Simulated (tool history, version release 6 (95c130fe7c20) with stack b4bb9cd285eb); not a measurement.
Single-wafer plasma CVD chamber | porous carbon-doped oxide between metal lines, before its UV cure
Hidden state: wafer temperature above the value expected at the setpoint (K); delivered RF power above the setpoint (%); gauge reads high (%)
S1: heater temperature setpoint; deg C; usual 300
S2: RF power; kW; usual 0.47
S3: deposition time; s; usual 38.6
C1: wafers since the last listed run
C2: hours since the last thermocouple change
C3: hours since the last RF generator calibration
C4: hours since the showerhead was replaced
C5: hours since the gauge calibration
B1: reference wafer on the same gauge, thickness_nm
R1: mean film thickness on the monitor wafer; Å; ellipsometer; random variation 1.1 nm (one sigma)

{"run": 1, "hour": 0.0, "S1": 300, "S2": 0.47, "S3": 38.6, "C1": 0, "C2": 1069, "C3": 1798.9, "C4": 7048.5, "C5": 191.5, "B1": 169.43, "R1": 2075.51}
{"run": 2, "hour": 23.9, "S1": 300, "S2": 0.47, "S3": 38.6, "C1": 419, "C2": 1092.9, "C3": 1822.8, "C4": 7072.4, "C5": 215.4, "B1": 169.262, "R1": 2063.35}
{"run": 3, "hour": 36.7, "S1": 300, "S2": 0.47, "S3": 38.6, "C1": 224, "C2": 1105.7, "C3": 1835.6, "C4": 7085.2, "C5": 228.2, "B1": 168.869, "R1": 2067.83}
{"run": 4, "hour": 68.6, "S1": 300, "S2": 0.47, "S3": 38.6, "C1": 559, "C2": 1137.6, "C3": 1867.5, "C4": 7117.1, "C5": 260.1, "B1": 168.425, "R1": 2078.03}
{"run": 5, "hour": 80.9, "S1": 300, "S2": 0.47, "S3": 38.6, "C1": 215, "C2": 1149.9, "C3": 1879.8, "C4": 7129.4, "C5": 272.4, "B1": 168.88, "R1": 2053.95}
{"run": 6, "hour": 107.0, "S1": 300, "S2": 0.47, "S3": 38.6, "C1": 458, "C2": 1176, "C3": 1905.9, "C4": 7155.5, "C5": 298.5, "B1": 168.848, "R1": 2094.34}
{"hour": 144.7, "done": "thermocouple changed; heater temperature recalibrated"}
{"hour": 150.3, "done": "RF generator calibrated"}
{"hour": 150.4, "done": "gauge calibrated"}
{"run": 7, "hour": 150.8, "S1": 297, "S2": 0.47, "S3": 38.6, "C1": 529, "C2": 6.1, "C3": 0.5, "C4": 7199.3, "C5": 0.4, "B1": 169.149, "R1": 2110.33}
{"run": 8, "hour": 169.4, "S1": 297, "S2": 0.47, "S3": 38.6, "C1": 326, "C2": 24.7, "C3": 19.1, "C4": 7217.9, "C5": 19, "B1": 168.876, "R1": 2088.89}
{"run": 9, "hour": 203.7, "S1": 297, "S2": 0.47, "S3": 38.6, "C1": 602, "C2": 59, "C3": 53.4, "C4": 7252.2, "C5": 53.3, "B1": 169.131, "R1": 2113.62}
{"run": 10, "hour": 231.9, "S1": 300, "S2": 0.47, "S3": 34, "C1": 494, "C2": 87.2, "C3": 81.6, "C4": 7280.4, "C5": 81.5, "B1": 169.372, "R1": 1823.77}
{"run": 11, "hour": 253.6, "S1": 312, "S2": 0.435, "S3": 35.1, "C1": 380, "C2": 108.9, "C3": 103.3, "C4": 7302.1, "C5": 103.2, "B1": 168.87, "R1": 1672.18}
{"hour": 289.1, "done": "showerhead replaced"}
{"run": 12, "hour": 289.6, "S1": 297, "S2": 0.47, "S3": 38.6, "C1": 491, "C2": 144.9, "C3": 139.3, "C4": 0.5, "C5": 139.2, "B1": 168.951, "R1": 2114.91}
{"run": 13, "hour": 314.2, "S1": 288, "S2": 0.47, "S3": 38.6, "C1": 431, "C2": 169.5, "C3": 163.9, "C4": 25.1, "C5": 163.8, "B1": 169.307, "R1": 2214.31}
{"run": 14, "hour": 346.1, "S1": 310, "S2": 0.47, "S3": 38.6, "C1": 559, "C2": 201.4, "C3": 195.8, "C4": 57, "C5": 195.7, "B1": 169.25, "R1": 1973.82}
{"run": 15, "hour": 374.4, "S1": 300, "S2": 0.47, "S3": 38.6, "C1": 496, "C2": 229.7, "C3": 224.1, "C4": 85.3, "C5": 224, "B1": 169.102, "R1": 2089.48}
{"run": 16, "hour": 400.7, "S1": 296, "S2": 0.47, "S3": 33.8, "C1": 461, "C2": 256, "C3": 250.4, "C4": 111.6, "C5": 250.3, "B1": 168.775, "R1": 1849.86}
{"run": 17, "hour": 427.3, "S1": 300, "S2": 0.47, "S3": 38.6, "C1": 466, "C2": 282.6, "C3": 277, "C4": 138.2, "C5": 276.9, "B1": 169.266, "R1": 2086.83}

Run 18 comes next. What will it give?
{"run": 18, "hour": 446.4, "S1": 300, "S2": 0.47, "S3": 41.5, "C1": 335, "C2": 301.7, "C3": 296.1, "C4": 157.3, "C5": 296, "B1": "?", "R1": "?"}

Run 18 gave B1 168.624, R1 2221.64 Å.
Without the tool's hidden state the same run would have given R1 2221.64 Å.
